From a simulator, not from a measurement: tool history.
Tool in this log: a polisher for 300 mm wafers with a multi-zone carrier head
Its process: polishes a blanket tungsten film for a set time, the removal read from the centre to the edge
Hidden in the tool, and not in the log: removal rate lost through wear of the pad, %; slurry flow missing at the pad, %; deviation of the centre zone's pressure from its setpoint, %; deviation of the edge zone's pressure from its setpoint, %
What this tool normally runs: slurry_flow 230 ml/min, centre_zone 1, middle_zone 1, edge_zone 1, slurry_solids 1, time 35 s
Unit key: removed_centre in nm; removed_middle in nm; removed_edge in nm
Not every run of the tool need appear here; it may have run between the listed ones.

run    hour  slurry_flow  centre_zone  middle_zone  edge_zone  slurry_solids  time  wafers since the last listed run  wafers polished on this pad  hours since the slurry nozzle was cleaned  hours since the centre zone pressure was calibrated  hours since the edge zone pressure was calibrated  hours since the carrier head's membrane was replaced  incoming thickness of the incoming film, nm  removed_centre  removed_middle  removed_edge
  1       0          230            1            1       0.97              1    35                                 0                         3291                                       20.1                                                  343                                              115.4                                                1136.3                                       1054.9           181.1           183.3         172.9
        5.7  -- worn pad replaced by a new one
  2    67.4          230            1            1          1              1    35                               627                          610                                       87.5                                                410.4                                              182.8                                                1203.7                                       1062.8           185.5           179.5         179.2
  3   135.7          230            1            1          1              1    35                               676                         1287                                      155.8                                                478.7                                              251.1                                                  1272                                       1053.8           186.2           181.2         179.5
  4   178.8          230            1            1          1              1    35                               426                         1714                                      198.9                                                521.8                                              294.2                                                1315.1                                       1050.5           178.2           181.6         176.3
  5   232.6          230         0.95         0.92       0.94           0.75    35                               532                         2246                                      252.7                                                575.6                                                348                                                1368.9                                       1060.6           164.1           161.6         161.1
      296.4  -- slurry nozzle cleaned
  6     300          175            1            1          1              1    39                               657                         2904                                        3.6                                                  643                                              415.4                                                1436.3                                       1069.3           199.6           194.6         192.5
  7   338.2          290            1            1          1              1    35                               378                         3282                                       41.8                                                681.2                                              453.6                                                1474.5                                       1070.5           192.4           187.4         180.6
      370.5  -- worn pad replaced by a new one
  8   403.3          230            1            1       0.96           1.25    35                               605                          325                                      106.9                                                746.3                                              518.7                                                1539.6                                       1068.5           198.5           195.1         182.5
  9   469.3          280            1         1.06       1.09              1    43                               653                          978                                      172.9                                                812.3                                              584.7                                                1605.6                                       1063.7           232.4           232.1         226.8
      516.1  -- carrier head's membrane replaced by a new one
 10   516.6          230            1         0.96          1            1.3    35                               418                         1397                                      220.2                                                859.6                                                632                                                   0.5                                       1050.7           200.6           190.6         188.9
 11   557.6          230            1            1          1              1    35                               406                         1803                                      261.2                                                900.6                                                673                                                  41.5                                       1051.8           185.5           179.4         177.1
 12   613.3          230         0.92            1          1              1    24                               551                         2355                                      316.9                                                956.3                                              728.7                                                  97.2                                         1068           120.1           125.5         120.6
        631  -- edge zone pressure recalibrated
 13   640.6          230            1            1        1.1              1    26                               250                         2606                                      344.2                                                983.6                                                9.6                                                 124.5                                         1072           141.5           134.5           141
      667.6  -- worn pad replaced by a new one
      671.5  -- slurry nozzle cleaned
 14   697.7          295         0.89            1          1           0.85    44                               515                          287                                       26.2                                               1040.7                                               66.7                                                 181.6                                       1081.3           217.1           227.5         219.9
      722.9  -- centre zone pressure recalibrated
 15   878.7          230         0.89         1.09       1.05              1    35                              1772                         2060                                      207.2                                                155.8                                              247.7                                                 362.6                                       1071.5             162           194.9         183.7
 16   930.1          230            1            1          1              1    35                               509                         2569                                      258.6                                                207.2                                              299.1                                                   414                                       1077.3           177.1           179.9         178.3
 17   960.8          230          1.1            1       1.08            0.8    26                               304                         2873                                      289.3                                                237.9                                              329.8                                                 444.7                                       1056.8           133.8           129.6         131.4
        973  -- worn pad replaced by a new one
      983.9  -- slurry nozzle cleaned
 18  1007.3          230            1            1          1              1    35                               411                          329                                       23.4                                                284.4                                              376.3                                                 491.2                                       1078.8           173.1           182.6         175.8
 19  1065.6          230         1.12            1       0.94              1    35                               577                          907                                       81.7                                                342.7                                              434.6                                                 549.5                                       1057.2           194.7           179.8           172
 20  1122.9          230         0.94            1          1            1.3    35                               567                         1474                                        139                                                  400                                              491.9                                                 606.8                                       1065.3           178.7           195.4         190.6

Hidden condition of the tool, last listed run before each entry between runs versus first listed run after:
After run 1, before run 2: worn pad replaced by a new one (hour 5.7)
  deviation of the centre zone's pressure from its setpoint, %: 3.3 -> 3.7
  difference, measured minus the result without the unlogged condition, removed_centre: +4.1 -> +4.7 nm
After run 5, before run 6: slurry nozzle cleaned (hour 296.4)
  deviation of the centre zone's pressure from its setpoint, %: 4.98 -> 5.62
  difference, measured minus the result without the unlogged condition, removed_centre: +5.6 -> +7.5 nm
After run 7, before run 8: worn pad replaced by a new one (hour 370.5)
  deviation of the centre zone's pressure from its setpoint, %: 6.02 -> 6.75
  difference, measured minus the result without the unlogged condition, removed_centre: +7.8 -> +9 nm
After run 9, before run 10: carrier head's membrane replaced by a new one (hour 516.1)
  deviation of the centre zone's pressure from its setpoint, %: 7.55 -> 8.17
  difference, measured minus the result without the unlogged condition, removed_centre: +11.7 -> +10.9 nm
After run 12, before run 13: edge zone pressure recalibrated (hour 631)
  deviation of the centre zone's pressure from its setpoint, %: 9.55 -> 9.96
  difference, measured minus the result without the unlogged condition, removed_centre: +7.5 -> +9.2 nm
After run 13, before run 14: worn pad replaced by a new one (hour 667.6); slurry nozzle cleaned (hour 671.5)
  deviation of the centre zone's pressure from its setpoint, %: 9.96 -> 10.9
  difference, measured minus the result without the unlogged condition, removed_centre: +9.2 -> +15.4 nm
After run 14, before run 15: centre zone pressure recalibrated (hour 722.9)
  deviation of the centre zone's pressure from its setpoint, %: 10.9 -> -0.426
  difference, measured minus the result without the unlogged condition, removed_centre: +15.4 -> -0.5 nm
After run 17, before run 18: worn pad replaced by a new one (hour 973); slurry nozzle cleaned (hour 983.9)
  deviation of the centre zone's pressure from its setpoint, %: -0.173 -> 0.0174
  difference, measured minus the result without the unlogged condition, removed_centre: -0.2 -> +0 nm
